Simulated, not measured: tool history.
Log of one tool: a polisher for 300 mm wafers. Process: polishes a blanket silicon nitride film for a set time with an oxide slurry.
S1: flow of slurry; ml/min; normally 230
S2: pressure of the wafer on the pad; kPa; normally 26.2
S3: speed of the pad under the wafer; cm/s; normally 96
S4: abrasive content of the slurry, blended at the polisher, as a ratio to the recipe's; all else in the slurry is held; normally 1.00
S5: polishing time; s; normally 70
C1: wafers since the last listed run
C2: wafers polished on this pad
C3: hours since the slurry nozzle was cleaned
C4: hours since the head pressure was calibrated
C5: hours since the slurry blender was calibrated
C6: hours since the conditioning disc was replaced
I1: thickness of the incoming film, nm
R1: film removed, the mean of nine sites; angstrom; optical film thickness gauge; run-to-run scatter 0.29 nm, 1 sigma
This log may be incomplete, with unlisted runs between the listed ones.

run   hour   S1    S2   S3    S4  S5   C1   C2     C3      C4     C5     C6     I1   R1
  1    0.0  230  26.2   96  1.00  70    0  527  531.6   742.8  263.8   98.1  527.8  351
  2   30.2  230  26.2   96  1.00  70  219  747  561.8   773.0  294.0  128.3  520.0  356
      39.9  -- worn pad replaced by a new one
  3   52.8  230  26.2   96  1.00  70  135   93  584.4   795.6  316.6  150.9  516.5  357
      63.3  -- slurry blender recalibrated
      77.6  -- conditioning disc replaced and pad reconditioned
  4   88.7  230  26.2   96  1.00  70  231  325  620.3   831.5   25.4   11.1  520.6  351
  5  113.5  230  26.2   96  1.00  70  180  505  645.1   856.3   50.2   35.9  528.2  352
  6  131.2  230  26.2   96  1.00  70  128  633  662.8   874.0   67.9   53.6  524.3  350
     152.8  -- worn pad replaced by a new one
  7  158.0  230  31.0   96  1.00  70  165   37  689.6   900.8   94.7   80.4  515.9  397
  8  250.0  230  26.2   96  1.00  70  668  705  781.6   992.8  186.7  172.4  527.7  342
     252.8  -- conditioning disc replaced and pad reconditioned
     256.3  -- slurry nozzle cleaned
  9  262.5  250  26.2   96  0.90  70   68  774    6.2  1005.3  199.2    9.7  521.0  332
     276.1  -- worn pad replaced by a new one
 10  276.6  250  26.2   96  0.90  70   73    3   20.3  1019.4  213.3   23.8  523.6  331
     278.9  -- head pressure recalibrated
 11  321.5  230  26.2   96  1.00  70  311  315   65.2    42.6  258.2   68.7  519.7  371
     333.9  -- slurry blender recalibrated
 12  345.5  175  26.2   80  1.00  70  159  474   89.2    66.6   11.6   92.7  529.2  312
     373.8  -- worn pad replaced by a new one
 13  374.3  230  26.2   96  1.00  70  180    3  118.0    95.4   40.4  121.5  514.0  375
 14  396.5  230  26.2  110  1.00  79  161  164  140.2   117.6   62.6  143.7  512.5  470
 15  423.9  310  34.5   96  1.00  70  198  363  167.6   145.0   90.0  171.1  513.2  480
 16  439.6  230  26.2   96  1.00  70  114  477  183.3   160.7  105.7  186.8  522.3  374
     465.8  -- conditioning disc replaced and pad reconditioned
 17  474.7  185  26.2   72  1.15  70  240  717  218.4   195.8  140.8    8.9  512.7  301
     494.1  -- worn pad replaced by a new one
 18  510.3  270  29.6   84  1.00  70  229  117  254.0   231.4  176.4   44.5  525.8  371
 19  546.2  280  26.2   96  1.00  70  260  378  289.9   267.3  212.3   80.4  521.1  382
 20  573.4  165  34.5   96  0.80  70  197  576  317.1   294.5  239.5  107.6  519.6  406

Alternative continuations, all from the tool just after run 20; predict every row:
  A  573.8  230  19.3  96  1.00  70   2  578  317.5  294.9  239.9  108.0  514.9   ?
  B  573.8  230  26.2  82  1.00  55   2  578  317.5  294.9  239.9  108.0  514.9   ?
  C  573.8  230  33.1  96  0.85  70   2  578  317.5  294.9  239.9  108.0  514.9   ?
  D  573.8  230  20.7  96  1.30  93   2  578  317.5  294.9  239.9  108.0  514.9   ?
  E  573.8  230  26.2  64  1.00  70   2  578  317.5  294.9  239.9  108.0  514.9   ?

run   R1
  A  292
  B  256
  C  422
  D  447
  E  267
Without the tool's unlogged condition, the same runs would have read:
run   R1
  A  295
  B  259
  C  426
  D  452
  E  270

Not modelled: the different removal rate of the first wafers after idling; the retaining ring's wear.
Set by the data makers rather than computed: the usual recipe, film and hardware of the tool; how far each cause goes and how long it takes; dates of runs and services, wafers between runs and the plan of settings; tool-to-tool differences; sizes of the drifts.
